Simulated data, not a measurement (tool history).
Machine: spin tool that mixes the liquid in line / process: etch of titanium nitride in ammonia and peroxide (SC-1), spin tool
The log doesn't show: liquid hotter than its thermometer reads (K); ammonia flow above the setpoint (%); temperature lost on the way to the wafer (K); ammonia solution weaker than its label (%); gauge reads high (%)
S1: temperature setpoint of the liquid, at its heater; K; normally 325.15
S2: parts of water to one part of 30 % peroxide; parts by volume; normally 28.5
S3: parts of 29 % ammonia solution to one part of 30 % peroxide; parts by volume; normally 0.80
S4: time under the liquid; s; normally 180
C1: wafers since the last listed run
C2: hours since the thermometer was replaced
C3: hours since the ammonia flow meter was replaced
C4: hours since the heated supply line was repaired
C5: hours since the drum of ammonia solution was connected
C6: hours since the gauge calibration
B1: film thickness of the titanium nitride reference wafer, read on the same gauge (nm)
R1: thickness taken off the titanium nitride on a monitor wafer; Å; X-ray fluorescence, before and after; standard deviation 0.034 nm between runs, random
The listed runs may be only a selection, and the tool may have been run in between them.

Run 1, hour 0.0: usual settings; C1 0; C2 2016.0; C3 518.3; C4 379.4; C5 706.3; C6 1581.4; B1 49.993. Result: R1 50.55 Å.
Run 2, hour 96.3: usual settings but S3 1.10 parts by volume; C1 618; C2 2112.3; C3 614.6; C4 475.7; C5 802.6; C6 1677.7; B1 49.978. Result: R1 53.89 Å.
At hour 148.3: gauge calibrated.
At hour 174.1: thermometer replaced.
Run 3, hour 179.3: usual settings but S1 332.65 K, S2 20.0 parts by volume; C1 526; C2 5.2; C3 697.6; C4 558.7; C5 885.6; C6 31.0; B1 50.003. Result: R1 101.32 Å.
Run 4, hour 283.4: usual settings but S1 332.65 K, S2 20.0 parts by volume; C1 668; C2 109.3; C3 801.7; C4 662.8; C5 989.7; C6 135.1; B1 50.012. Result: R1 102.91 Å.
At hour 291.8: new drum of ammonia solution connected.
Run 5, hour 373.9: usual settings but S2 31.5 parts by volume; C1 574; C2 199.8; C3 892.2; C4 753.3; C5 82.1; C6 225.6; B1 49.998. Result: R1 47.29 Å.
Run 6, hour 448.8: usual settings but S2 21.5 parts by volume; C1 480; C2 274.7; C3 967.1; C4 828.2; C5 157.0; C6 300.5; B1 50.011. Result: R1 59.10 Å.
Run 7, hour 509.7: usual settings but S4 210 s; C1 390; C2 335.6; C3 1028.0; C4 889.1; C5 217.9; C6 361.4; B1 50.009. Result: R1 57.85 Å.
At hour 589.1: ammonia flow meter replaced.
Run 8, hour 603.6: usual settings; C1 596; C2 429.5; C3 14.5; C4 983.0; C5 311.8; C6 455.3; B1 49.993. Result: R1 49.85 Å.
Run 9, hour 657.0: usual settings but S1 320.15 K, S3 0.40 parts by volume; C1 342; C2 482.9; C3 67.9; C4 1036.4; C5 365.2; C6 508.7; B1 49.987. Result: R1 31.08 Å.
Run 10, hour 698.0: usual settings; C1 263; C2 523.9; C3 108.9; C4 1077.4; C5 406.2; C6 549.7; B1 50.009. Result: R1 49.92 Å.
Run 11, hour 752.8: usual settings but S2 33.5 parts by volume; C1 351; C2 578.7; C3 163.7; C4 1132.2; C5 461.0; C6 604.5; B1 49.992. Result: R1 45.63 Å.
Run 12, hour 844.9: usual settings but S2 19.0 parts by volume; C1 591; C2 670.8; C3 255.8; C4 1224.3; C5 553.1; C6 696.6; B1 49.983. Result: R1 61.94 Å.
Run 13, hour 903.6: usual settings but S1 334.65 K, S4 145 s; C1 376; C2 729.5; C3 314.5; C4 1283.0; C5 611.8; C6 755.3; B1 50.004. Result: R1 74.18 Å.
At hour 946.5: heated supply line repaired.
Run 14, hour 1204.7: usual settings but S1 322.15 K, S2 23.0 parts by volume, S3 0.60 parts by volume; C1 1926; C2 1030.6; C3 615.6; C4 258.2; C5 912.9; C6 1056.4; B1 49.973. Result: R1 44.29 Å.
Run 15, hour 1299.1: usual settings but S2 39.0 parts by volume, S4 265 s; C1 605; C2 1125.0; C3 710.0; C4 352.6; C5 1007.3; C6 1150.8; B1 50.022. Result: R1 62.92 Å.
Run 16, hour 1358.1: usual settings; C1 378; C2 1184.0; C3 769.0; C4 411.6; C5 1066.3; C6 1209.8; B1 49.998. Result: R1 51.27 Å.
At hour 1359.2: new drum of ammonia solution connected.
Run 17, hour 1405.1: usual settings but S1 329.15 K, S3 1.10 parts by volume; C1 295; C2 1231.0; C3 816.0; C4 458.6; C5 45.9; C6 1256.8; B1 50.010. Result: R1 70.71 Å.
At hour 1469.4: ammonia flow meter replaced.
Run 18, hour 1476.8: usual settings but S4 280 s; C1 453; C2 1302.7; C3 7.4; C4 530.3; C5 117.6; C6 1328.5; B1 50.003. Result: R1 78.98 Å.
Run 19, hour 1571.1: usual settings but S1 316.15 K, S2 17.5 parts by volume, S3 1.10 parts by volume, S4 110 s; C1 605; C2 1397.0; C3 101.7; C4 624.6; C5 211.9; C6 1422.8; B1 49.996. Result: R1 22.48 Å.
Run 20, hour 1673.9: usual settings; C1 659; C2 1499.8; C3 204.5; C4 727.4; C5 314.7; C6 1525.6; B1 50.014. Result: R1 49.98 Å.
Run 21, hour 1766.7: usual settings but S1 330.65 K, S2 19.5 parts by volume, S3 0.50 parts by volume; C1 595; C2 1592.6; C3 297.3; C4 820.2; C5 407.5; C6 1618.4; B1 49.994. Result: R1 83.15 Å.
Run 22, hour 1871.7: usual settings; C1 673; C2 1697.6; C3 402.3; C4 925.2; C5 512.5; C6 1723.4; B1 50.014. Result: R1 49.89 Å.
At hour 1966.3: gauge calibrated.
Run 23, hour 2147.6: usual settings but S1 334.65 K; C1 1770; C2 1973.5; C3 678.2; C4 1201.1; C5 788.4; C6 181.3; B1 50.024. Result: R1 94.62 Å.

For each entry between runs, how does the tool's hidden state at the last listed run before it compare with that at the first listed run after it?
Between runs 2 and 3: gauge calibrated (hour 148.3); thermometer replaced (hour 174.1)
  temperature lost on the way to the wafer (K): 0.209 -> 0.245
  what was measured, less what the result would be without the hidden state, R1: -0.78 -> -1.68 Å
Between runs 4 and 5: new drum of ammonia solution connected (hour 291.8)
  temperature lost on the way to the wafer (K): 0.291 -> 0.331
  what was measured, less what the result would be without the hidden state, R1: -1.98 -> -1.08 Å
Between runs 7 and 8: ammonia flow meter replaced (hour 589.1)
  temperature lost on the way to the wafer (K): 0.39 -> 0.431
  what was measured, less what the result would be without the hidden state, R1: -1.57 -> -1.50 Å
Between runs 13 and 14: heated supply line repaired (hour 946.5)
  temperature lost on the way to the wafer (K): 0.563 -> 0.132
  what was measured, less what the result would be without the hidden state, R1: -2.76 -> -0.41 Å
Between runs 16 and 17: new drum of ammonia solution connected (hour 1359.2)
  temperature lost on the way to the wafer (K): 0.199 -> 0.22
  what was measured, less what the result would be without the hidden state, R1: -0.72 -> -1.05 Å
Between runs 17 and 18: ammonia flow meter replaced (hour 1469.4)
  temperature lost on the way to the wafer (K): 0.22 -> 0.251
  what was measured, less what the result would be without the hidden state, R1: -1.05 -> -1.38 Å
Between runs 22 and 23: gauge calibrated (hour 1966.3)
  temperature lost on the way to the wafer (K): 0.424 -> 0.545
  what was measured, less what the result would be without the hidden state, R1: -1.46 -> -3.39 Å

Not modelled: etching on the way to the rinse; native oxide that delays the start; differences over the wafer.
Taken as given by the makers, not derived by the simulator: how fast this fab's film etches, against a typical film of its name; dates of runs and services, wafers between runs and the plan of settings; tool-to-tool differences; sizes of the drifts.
